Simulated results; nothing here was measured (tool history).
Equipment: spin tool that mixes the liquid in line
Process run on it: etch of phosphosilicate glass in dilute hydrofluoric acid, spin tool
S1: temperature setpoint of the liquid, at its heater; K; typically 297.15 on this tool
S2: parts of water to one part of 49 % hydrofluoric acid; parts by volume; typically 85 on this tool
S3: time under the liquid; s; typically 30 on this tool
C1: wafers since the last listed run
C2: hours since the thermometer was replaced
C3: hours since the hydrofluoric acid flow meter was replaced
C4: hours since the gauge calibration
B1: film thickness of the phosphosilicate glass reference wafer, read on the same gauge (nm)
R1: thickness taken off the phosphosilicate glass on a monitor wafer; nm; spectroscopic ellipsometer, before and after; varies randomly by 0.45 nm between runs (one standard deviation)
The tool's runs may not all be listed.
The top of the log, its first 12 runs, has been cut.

-- hour=131.7 hydrofluoric acid flow meter replaced
run 13 hour=135.6 | S1=299.15 S2=85 S3=30 | C1=192 C2=1264.6 C3=3.9 C4=361.2 | B1=120.01 | R1=87.13
run 14 hour=152.3 | S1=299.65 S2=110 S3=40 | C1=255 C2=1281.3 C3=20.6 C4=377.9 | B1=120.00 | R1=89.27
run 15 hour=169.3 | S1=293.65 S2=85 S3=30 | C1=259 C2=1298.3 C3=37.6 C4=394.9 | B1=119.99 | R1=69.95
-- hour=176.2 thermometer replaced
run 16 hour=177.6 | S1=297.15 S2=85 S3=30 | C1=111 C2=1.4 C3=45.9 C4=403.2 | B1=120.01 | R1=73.34
run 17 hour=193.8 | S1=297.15 S2=85 S3=30 | C1=247 C2=17.6 C3=62.1 C4=419.4 | B1=120.00 | R1=72.70
run 18 hour=211.2 | S1=297.15 S2=85 S3=30 | C1=266 C2=35.0 C3=79.5 C4=436.8 | B1=120.01 | R1=73.65
run 19 hour=224.2 | S1=293.65 S2=55 S3=40 | C1=198 C2=48.0 C3=92.5 C4=449.8 | B1=120.01 | R1=138.07
run 20 hour=242.1 | S1=293.15 S2=50 S3=50 | C1=273 C2=65.9 C3=110.4 C4=467.7 | B1=120.01 | R1=185.91
-- hour=249.1 gauge calibrated
run 21 hour=256.8 | S1=302.15 S2=65 S3=30 | C1=224 C2=80.6 C3=125.1 C4=7.7 | B1=120.03 | R1=121.65
run 22 hour=263.5 | S1=300.65 S2=115 S3=45 | C1=102 C2=87.3 C3=131.8 C4=14.4 | B1=120.00 | R1=90.59
run 23 hour=272.4 | S1=292.65 S2=60 S3=40 | C1=136 C2=96.2 C3=140.7 C4=23.3 | B1=120.01 | R1=119.13
run 24 hour=279.9 | S1=300.65 S2=60 S3=35 | C1=114 C2=103.7 C3=148.2 C4=30.8 | B1=119.99 | R1=146.43
run 25 hour=296.5 | S1=297.15 S2=85 S3=30 | C1=253 C2=120.3 C3=164.8 C4=47.4 | B1=120.02 | R1=75.32
run 26 hour=311.4 | S1=297.15 S2=100 S3=35 | C1=227 C2=135.2 C3=179.7 C4=62.3 | B1=119.98 | R1=72.81
run 27 hour=335.7 | S1=297.15 S2=85 S3=30 | C1=371 C2=159.5 C3=204.0 C4=86.6 | B1=120.01 | R1=75.86
run 28 hour=347.0 | S1=299.15 S2=85 S3=25 | C1=172 C2=170.8 C3=215.3 C4=97.9 | B1=119.99 | R1=68.21
run 29 hour=364.8 | S1=297.15 S2=65 S3=45 | C1=272 C2=188.6 C3=233.1 C4=115.7 | B1=120.01 | R1=152.84
run 30 hour=381.9 | S1=292.65 S2=115 S3=15 | C1=261 C2=205.7 C3=250.2 C4=132.8 | B1=120.00 | R1=22.73
run 31 hour=398.5 | S1=297.15 S2=85 S3=30 | C1=253 C2=222.3 C3=266.8 C4=149.4 | B1=120.01 | R1=76.23

5 options for the next run, each taken on its own from the tool as it stands now. Forecast them:
run A hour=398.9 | S1=297.15 S2=110 S3=30 | C1=6 C2=222.7 C3=267.2 C4=149.8 | B1=? | R1=?
run B hour=398.9 | S1=298.65 S2=85 S3=30 | C1=6 C2=222.7 C3=267.2 C4=149.8 | B1=? | R1=?
run C hour=398.9 | S1=292.65 S2=110 S3=30 | C1=6 C2=222.7 C3=267.2 C4=149.8 | B1=? | R1=?
run D hour=398.9 | S1=294.15 S2=85 S3=45 | C1=6 C2=222.7 C3=267.2 C4=149.8 | B1=? | R1=?
run E hour=398.9 | S1=297.15 S2=95 S3=45 | C1=6 C2=222.7 C3=267.2 C4=149.8 | B1=? | R1=?

run=A B1=120.00 R1=56.64
run=B B1=120.00 R1=80.18
run=C B1=120.00 R1=47.28
run=D B1=120.00 R1=100.34
run=E B1=120.00 R1=100.16
Without the tool's unlogged condition, the same runs would have read:
run=A R1=53.53
run=B R1=75.83
run=C R1=44.68
run=D R1=94.87
run=E R1=94.69
